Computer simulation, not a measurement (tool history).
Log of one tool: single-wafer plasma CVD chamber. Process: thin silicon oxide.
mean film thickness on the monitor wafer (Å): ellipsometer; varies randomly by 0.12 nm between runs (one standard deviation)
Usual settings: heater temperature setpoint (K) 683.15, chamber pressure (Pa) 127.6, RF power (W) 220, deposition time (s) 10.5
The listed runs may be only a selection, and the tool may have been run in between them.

run	hour	heater temperature setpoint (K)	chamber pressure (Pa)	RF power (W)	deposition time (s)	read-back reference wafer on the same gauge, thickness_nm	mean film thickness on the monitor wafer (Å)
1	0.0	683.15	127.6	220	10.5	21.856	196.60
2	50.8	683.15	127.6	220	10.5	21.825	194.31
3	112.0	683.15	127.6	220	10.5	21.794	196.22
4	168.1	683.15	127.6	185	10.5	21.768	180.99
5	240.1	683.15	127.6	220	10.5	21.798	196.29
6	267.1	683.15	127.6	220	10.5	21.836	196.18
7	299.8	683.15	127.6	220	10.5	21.821	196.23
8	359.1	683.15	127.6	220	10.5	21.786	197.38
9	427.6	683.15	127.6	220	10.5	21.815	196.99
10	470.4	683.15	127.6	220	10.5	21.789	195.46
11	505.7	679.15	127.6	220	10.5	21.780	196.09
12	573.7	683.15	153.3	245	10.5	21.780	240.23
13	624.5	683.15	127.6	220	8.6	21.798	161.08
14	664.3	676.15	127.6	190	10.5	21.800	182.08
15	721.9	688.15	127.6	240	10.5	21.774	202.10
16	752.9	692.15	127.6	180	11.9	21.811	199.28
17	807.5	683.15	127.6	220	10.5	21.765	195.29
18	831.7	683.15	154.0	195	8.9	21.807	181.50
19	869.7	683.15	153.3	245	10.5	21.807	240.62
20	928.8	683.15	127.6	220	10.5	21.781	197.41
21	980.7	683.15	127.6	220	10.5	21.809	197.50
22	1025.6	693.15	127.6	220	11.2	21.837	210.03
23	1052.5	694.15	127.6	220	10.5	21.797	194.30
24	1119.2	691.15	105.2	175	11.4	21.796	153.64
25	1156.0	683.15	142.4	220	8.8	21.821	180.19
26	1198.9	683.15	127.6	235	9.1	21.765	177.08
27	1234.0	695.15	146.3	260	10.5	21.767	234.91
28	1282.4	688.15	115.7	230	9.0	21.787	157.00

Put back what was entered between runs (7 entries, withheld): which listed runs does each sit between, and how does the hidden state differ from the listed run before to the listed run after?
Run 1 -> run 2: capacitance manometer re-zeroed and calibrated (hour 11.8)
  no hidden state differs between the two runs
Run 3 -> run 4: showerhead replaced (hour 145.2)
  no hidden state differs between the two runs
Run 7 -> run 8: gauge calibrated (hour 310.7)
  no hidden state differs between the two runs
Run 15 -> run 16: RF generator calibrated (hour 732.0)
  no hidden state differs between the two runs
Run 17 -> run 18: thermocouple changed; heater temperature recalibrated (hour 826.1)
  no hidden state differs between the two runs
Run 20 -> run 21: capacitance manometer re-zeroed and calibrated (hour 970.8)
  no hidden state differs between the two runs
Run 25 -> run 26: gauge calibrated (hour 1159.4)
  no hidden state differs between the two runs

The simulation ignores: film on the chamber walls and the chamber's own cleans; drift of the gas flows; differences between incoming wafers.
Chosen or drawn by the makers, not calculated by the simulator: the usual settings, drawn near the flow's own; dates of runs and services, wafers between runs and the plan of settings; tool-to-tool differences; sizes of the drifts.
